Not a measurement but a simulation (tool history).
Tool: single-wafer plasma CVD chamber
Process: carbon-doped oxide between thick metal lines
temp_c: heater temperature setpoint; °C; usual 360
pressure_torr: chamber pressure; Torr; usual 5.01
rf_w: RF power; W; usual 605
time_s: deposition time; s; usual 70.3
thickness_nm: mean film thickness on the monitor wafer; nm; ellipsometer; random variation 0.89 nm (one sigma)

run     day  temp_c  pressure_torr  rf_w  time_s  wafers since the last listed run  hours since the last thermocouple change  hours since the last RF generator calibration  hours since the last manometer calibration  hours since the showerhead was replaced  hours since the gauge calibration  read-back reference wafer on the same gauge, thickness_nm  thickness_nm
  1       0     360            4.1   530    70.3                                 0                                    1180.6                                         1985.2                                      1240.4                                   4927.6                              609.1                                                        425       329.868
  2   1.596     360            4.1   530    70.3                               555                                    1218.9                                         2023.5                                      1278.7                                   4965.9                              647.4                                                    424.908       330.292
  3   4.429     360           5.01   560    75.5                               986                                    1286.9                                         2091.5                                      1346.7                                   5033.9                              715.4                                                    425.034        372.96
  4   5.683     360            5.5   520    70.3                               436                                      1317                                         2121.6                                      1376.8                                     5064                              745.5                                                     425.09       340.223
  5   7.179     360            5.5   520    70.3                               520                                    1352.9                                         2157.5                                      1412.7                                   5099.9                              781.4                                                    425.067       340.829
  6   9.804     360            5.5   520    70.3                               913                                    1415.9                                         2220.5                                      1475.7                                   5162.9                              844.4                                                    424.755        340.42
  7  11.683     351           5.01   700    70.3                               654                                      1461                                         2265.6                                      1520.8                                     5208                              889.5                                                     425.05       399.476
  8  14.142     351           5.01   700    70.3                               855                                      1520                                         2324.6                                      1579.8                                     5267                              948.5                                                    425.012       397.672
     15.329  -- RF generator calibrated
  9  15.779     350           5.01   605    78.1                               453                                    1559.3                                           10.8                                      1619.1                                   5306.3                              987.8                                                    425.277       422.364
 10  17.558     360           5.01   605    70.3                               619                                      1602                                           53.5                                      1661.8                                     5349                             1030.5                                                    425.011       372.071
 11   25.15     364           5.01   605    79.1                              2642                                    1784.2                                          235.7                                        1844                                   5531.2                             1212.7                                                    425.028       411.609
     25.446  -- gauge calibrated
 12  26.696     364           5.01   605    79.1                               538                                    1821.3                                          272.8                                      1881.1                                   5568.3                                 30                                                    425.117       409.351
 13  27.933     348           5.01   605    82.6                               430                                      1851                                          302.5                                      1910.8                                     5598                               59.7                                                    425.074       445.206
 14    29.3     360            4.2   605    70.3                               475                                    1883.8                                          335.3                                      1943.6                                   5630.8                               92.5                                                    424.925       358.091
     30.183  -- thermocouple changed; heater temperature recalibrated
 15  31.896     360            4.1   530    70.3                               787                                      41.1                                          397.6                                      2005.9                                   5693.1                              154.8                                                    424.919       333.406
     32.792  -- showerhead replaced
 16  33.992     360           5.76   605    70.3                               613                                      91.4                                          447.9                                      2056.2                                     28.8                              205.1                                                    425.044       372.791
 17  36.079     360           5.63   605    70.3                               726                                     141.5                                            498                                      2106.3                                     78.9                              255.2                                                    425.037         371.3
       38.4  -- capacitance manometer re-zeroed and calibrated
 18  38.779     360           5.01   605    70.3                               823                                     206.3                                          562.8                                         9.1                                    143.7                                320                                                        425       366.106
 19  39.846     348           3.96   695    70.3                               371                                     231.9                                          588.4                                        34.7                                    169.3                              345.6                                                     424.85       390.503
 20  41.788     373           5.01   650    70.3                               675                                     278.5                                            635                                        81.3                                    215.9                              392.2                                                     425.01       368.506
 21  44.533     348           4.15   605    70.3                               955                                     344.4                                          700.9                                       147.2                                    281.8                              458.1                                                    424.767       365.393
 22    46.2     360            5.5   520    70.3                               580                                     384.4                                          740.9                                       187.2                                    321.8                              498.1                                                    424.966        342.63
 23  47.742     360           5.01   605    70.3                               536                                     421.4                                          777.9                                       224.2                                    358.8                              535.1                                                    424.901        363.24
 24    49.3     365           5.01   605    59.7                               542                                     458.8                                          815.3                                       261.6                                    396.2                              572.5                                                    424.807       306.713

Hidden state at the last listed run before each entry between runs and at the first one after, where it differs:
Between runs 8 and 9: RF generator calibrated (day 15.329)
  delivered RF power above the setpoint (%): -5.79 -> -0.577
  measured less the result without the state, thickness_nm: -11.58 -> -1.216 nm
Between runs 11 and 12: gauge calibrated (day 25.446)
  delivered RF power above the setpoint (%): -2.18 -> -2.4
  measured less the result without the state, thickness_nm: -4.53 -> -4.966 nm
Between runs 14 and 15: thermocouple changed; heater temperature recalibrated (day 30.183)
  delivered RF power above the setpoint (%): -2.74 -> -3.06
  measured less the result without the state, thickness_nm: -4.979 -> -5.343 nm
Between runs 15 and 16: showerhead replaced (day 32.792)
  delivered RF power above the setpoint (%): -3.06 -> -3.29
  measured less the result without the state, thickness_nm: -5.343 -> -6.241 nm
Between runs 17 and 18: capacitance manometer re-zeroed and calibrated (day 38.4)
  delivered RF power above the setpoint (%): -3.51 -> -3.77
  measured less the result without the state, thickness_nm: -6.636 -> -7.04 nm
